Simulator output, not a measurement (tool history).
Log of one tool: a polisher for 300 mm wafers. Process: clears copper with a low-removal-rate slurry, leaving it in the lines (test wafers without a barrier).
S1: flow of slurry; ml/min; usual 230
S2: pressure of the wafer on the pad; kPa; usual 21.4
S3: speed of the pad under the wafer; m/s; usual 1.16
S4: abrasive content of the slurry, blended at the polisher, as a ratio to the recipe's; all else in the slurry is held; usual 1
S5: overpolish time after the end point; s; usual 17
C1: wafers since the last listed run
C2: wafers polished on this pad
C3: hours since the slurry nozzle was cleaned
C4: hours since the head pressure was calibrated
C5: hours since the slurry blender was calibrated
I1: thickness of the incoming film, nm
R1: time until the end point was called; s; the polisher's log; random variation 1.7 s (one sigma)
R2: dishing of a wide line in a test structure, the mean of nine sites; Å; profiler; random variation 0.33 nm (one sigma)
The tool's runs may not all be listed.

{"run": 1, "day": 0.0, "S1": 230, "S2": 21.4, "S3": 1.16, "S4": 1, "S5": 17, "C1": 0, "C2": 1589, "C3": 385.9, "C4": 743.5, "C5": 64.4, "I1": 564, "R1": 144.6, "R2": 165}
{"day": 0.767, "done": "head pressure recalibrated"}
{"day": 1.104, "done": "slurry nozzle cleaned"}
{"run": 2, "day": 1.692, "S1": 230, "S2": 21.4, "S3": 1.16, "S4": 1, "S5": 17, "C1": 186, "C2": 1776, "C3": 14.1, "C4": 22.2, "C5": 105, "I1": 567.5, "R1": 148.7, "R2": 166}
{"run": 3, "day": 4.508, "S1": 230, "S2": 21.4, "S3": 1.16, "S4": 1, "S5": 17, "C1": 335, "C2": 2112, "C3": 81.7, "C4": 89.8, "C5": 172.6, "I1": 570.1, "R1": 153.1, "R2": 166}
{"day": 4.917, "done": "worn pad replaced by a new one"}
{"run": 4, "day": 8.775, "S1": 170, "S2": 21.4, "S3": 1.16, "S4": 1, "S5": 17, "C1": 489, "C2": 460, "C3": 184.1, "C4": 192.2, "C5": 275, "I1": 567.7, "R1": 142, "R2": 172}
{"run": 5, "day": 10.358, "S1": 230, "S2": 21.4, "S3": 1.16, "S4": 1, "S5": 17, "C1": 188, "C2": 648, "C3": 222.1, "C4": 230.2, "C5": 313, "I1": 577.5, "R1": 139, "R2": 168}
{"run": 6, "day": 12.392, "S1": 230, "S2": 21.4, "S3": 1.16, "S4": 1, "S5": 17, "C1": 242, "C2": 891, "C3": 270.9, "C4": 279, "C5": 361.8, "I1": 567.1, "R1": 140.6, "R2": 162}
{"day": 14.133, "done": "slurry blender recalibrated"}
{"run": 7, "day": 15.575, "S1": 230, "S2": 21.4, "S3": 1.16, "S4": 1, "S5": 17, "C1": 369, "C2": 1261, "C3": 347.3, "C4": 355.4, "C5": 34.6, "I1": 572.3, "R1": 143.2, "R2": 168}
{"day": 15.958, "done": "slurry nozzle cleaned"}
{"run": 8, "day": 17.212, "S1": 230, "S2": 21.4, "S3": 1.16, "S4": 1, "S5": 17, "C1": 190, "C2": 1451, "C3": 30.1, "C4": 394.7, "C5": 73.9, "I1": 566.1, "R1": 145.7, "R2": 171}
{"day": 19.967, "done": "worn pad replaced by a new one"}
{"run": 9, "day": 20.912, "S1": 230, "S2": 21.4, "S3": 1.16, "S4": 1, "S5": 17, "C1": 421, "C2": 112, "C3": 118.9, "C4": 483.5, "C5": 162.7, "I1": 564.1, "R1": 136.4, "R2": 164}
{"run": 10, "day": 23.717, "S1": 230, "S2": 21.4, "S3": 1.16, "S4": 1, "S5": 17, "C1": 334, "C2": 447, "C3": 186.2, "C4": 550.8, "C5": 230, "I1": 574.6, "R1": 138.5, "R2": 167}
{"run": 11, "day": 25.942, "S1": 230, "S2": 21.4, "S3": 1.16, "S4": 1, "S5": 17, "C1": 265, "C2": 712, "C3": 239.6, "C4": 604.2, "C5": 283.4, "I1": 560.8, "R1": 135.8, "R2": 166}
{"day": 27.075, "done": "head pressure recalibrated"}
{"run": 12, "day": 29.962, "S1": 230, "S2": 21.4, "S3": 1.26, "S4": 1, "S5": 17, "C1": 469, "C2": 1182, "C3": 336.1, "C4": 69.3, "C5": 379.9, "I1": 572.4, "R1": 131.6, "R2": 166}
{"day": 31.792, "done": "slurry blender recalibrated"}
{"day": 32.829, "done": "slurry nozzle cleaned"}
{"run": 13, "day": 34.129, "S1": 230, "S2": 21.4, "S3": 1.26, "S4": 1, "S5": 17, "C1": 482, "C2": 1664, "C3": 31.2, "C4": 169.3, "C5": 56.1, "I1": 556.7, "R1": 135.8, "R2": 176}
{"run": 14, "day": 35.962, "S1": 230, "S2": 21.4, "S3": 1.16, "S4": 0.8, "S5": 17, "C1": 218, "C2": 1882, "C3": 75.2, "C4": 213.3, "C5": 100.1, "I1": 576.9, "R1": 155.3, "R2": 166}
{"day": 38.242, "done": "worn pad replaced by a new one"}
{"run": 15, "day": 39.221, "S1": 230, "S2": 21.4, "S3": 1.16, "S4": 1, "S5": 17, "C1": 368, "C2": 116, "C3": 153.4, "C4": 291.5, "C5": 178.3, "I1": 558.4, "R1": 134.8, "R2": 167}
{"run": 16, "day": 41.325, "S1": 230, "S2": 21.4, "S3": 1.16, "S4": 1, "S5": 17, "C1": 250, "C2": 367, "C3": 203.9, "C4": 342, "C5": 228.8, "I1": 562.7, "R1": 133.1, "R2": 170}
{"run": 17, "day": 43.492, "S1": 230, "S2": 21.4, "S3": 1.16, "S4": 1, "S5": 17, "C1": 258, "C2": 626, "C3": 255.9, "C4": 394, "C5": 280.8, "I1": 569.3, "R1": 137.4, "R2": 177}
{"run": 18, "day": 47.154, "S1": 230, "S2": 28.3, "S3": 1.16, "S4": 1, "S5": 17, "C1": 436, "C2": 1062, "C3": 343.8, "C4": 481.9, "C5": 368.7, "I1": 579.6, "R1": 109.7, "R2": 178}
{"day": 47.758, "done": "slurry nozzle cleaned"}
{"run": 19, "day": 49.254, "S1": 230, "S2": 21.4, "S3": 1.04, "S4": 0.75, "S5": 22, "C1": 245, "C2": 1308, "C3": 35.9, "C4": 532.3, "C5": 419.1, "I1": 563.2, "R1": 166.5, "R2": 163}
{"day": 50.212, "done": "slurry blender recalibrated"}
{"run": 20, "day": 51.012, "S1": 230, "S2": 21.4, "S3": 1.16, "S4": 1, "S5": 17, "C1": 199, "C2": 1508, "C3": 78.1, "C4": 574.5, "C5": 19.2, "I1": 573, "R1": 144.9, "R2": 170}
{"day": 52.95, "done": "worn pad replaced by a new one"}
{"run": 21, "day": 54.708, "S1": 165, "S2": 21.4, "S3": 0.88, "S4": 1, "S5": 9, "C1": 420, "C2": 209, "C3": 166.8, "C4": 663.2, "C5": 107.9, "I1": 562.4, "R1": 175.9, "R2": 117}
{"day": 61.162, "done": "head pressure recalibrated"}
{"day": 64.533, "done": "slurry nozzle cleaned"}
{"run": 22, "day": 67.042, "S1": 260, "S2": 21.4, "S3": 1.42, "S4": 1, "S5": 17, "C1": 1456, "C2": 1665, "C3": 60.2, "C4": 141.1, "C5": 403.9, "I1": 571.5, "R1": 121.7, "R2": 172}
{"day": 69.517, "done": "slurry blender recalibrated"}
{"run": 23, "day": 70.958, "S1": 230, "S2": 21.4, "S3": 1.52, "S4": 0.9, "S5": 22, "C1": 457, "C2": 2122, "C3": 154.2, "C4": 235.1, "C5": 34.6, "I1": 578.6, "R1": 125.4, "R2": 174}
{"day": 71.838, "done": "worn pad replaced by a new one"}
{"run": 24, "day": 74.588, "S1": 230, "S2": 21.4, "S3": 0.98, "S4": 1, "S5": 17, "C1": 412, "C2": 328, "C3": 241.3, "C4": 322.2, "C5": 121.7, "I1": 569.3, "R1": 153.8, "R2": 164}
{"run": 25, "day": 77.558, "S1": 155, "S2": 19.3, "S3": 0.88, "S4": 1, "S5": 9, "C1": 354, "C2": 682, "C3": 312.6, "C4": 393.5, "C5": 193, "I1": 568.6, "R1": 198.5, "R2": 112}
{"run": 26, "day": 80.904, "S1": 205, "S2": 24.1, "S3": 1.16, "S4": 0.8, "S5": 17, "C1": 399, "C2": 1081, "C3": 392.9, "C4": 473.8, "C5": 273.3, "I1": 574.6, "R1": 133.8, "R2": 168}
{"day": 83.183, "done": "slurry nozzle cleaned"}
{"run": 27, "day": 84.096, "S1": 230, "S2": 21.4, "S3": 1.16, "S4": 1, "S5": 14, "C1": 375, "C2": 1457, "C3": 21.9, "C4": 550.4, "C5": 349.9, "I1": 571.7, "R1": 145.5, "R2": 155}

Forecast each of these 3 alternatives for the next run:
{"run": "A", "day": 84.117, "S1": 230, "S2": 21.4, "S3": 0.9, "S4": 1, "S5": 17, "C1": 2, "C2": 1459, "C3": 22.4, "C4": 550.9, "C5": 350.4, "I1": 564.2, "R1": "?", "R2": "?"}
{"run": "B", "day": 84.117, "S1": 195, "S2": 21.4, "S3": 1.16, "S4": 0.85, "S5": 17, "C1": 2, "C2": 1459, "C3": 22.4, "C4": 550.9, "C5": 350.4, "I1": 564.2, "R1": "?", "R2": "?"}
{"run": "C", "day": 84.117, "S1": 230, "S2": 21.4, "S3": 0.92, "S4": 1.25, "S5": 17, "C1": 2, "C2": 1459, "C3": 22.4, "C4": 550.9, "C5": 350.4, "I1": 564.2, "R1": "?", "R2": "?"}

run=A R1=176.2 R2=160
run=B R1=147.4 R2=167
run=C R1=166.1 R2=163
Without the tool's hidden state the same runs would have given:
run=A R1=163.7 R2=163
run=B R1=137 R2=170
run=C R1=154.3 R2=166

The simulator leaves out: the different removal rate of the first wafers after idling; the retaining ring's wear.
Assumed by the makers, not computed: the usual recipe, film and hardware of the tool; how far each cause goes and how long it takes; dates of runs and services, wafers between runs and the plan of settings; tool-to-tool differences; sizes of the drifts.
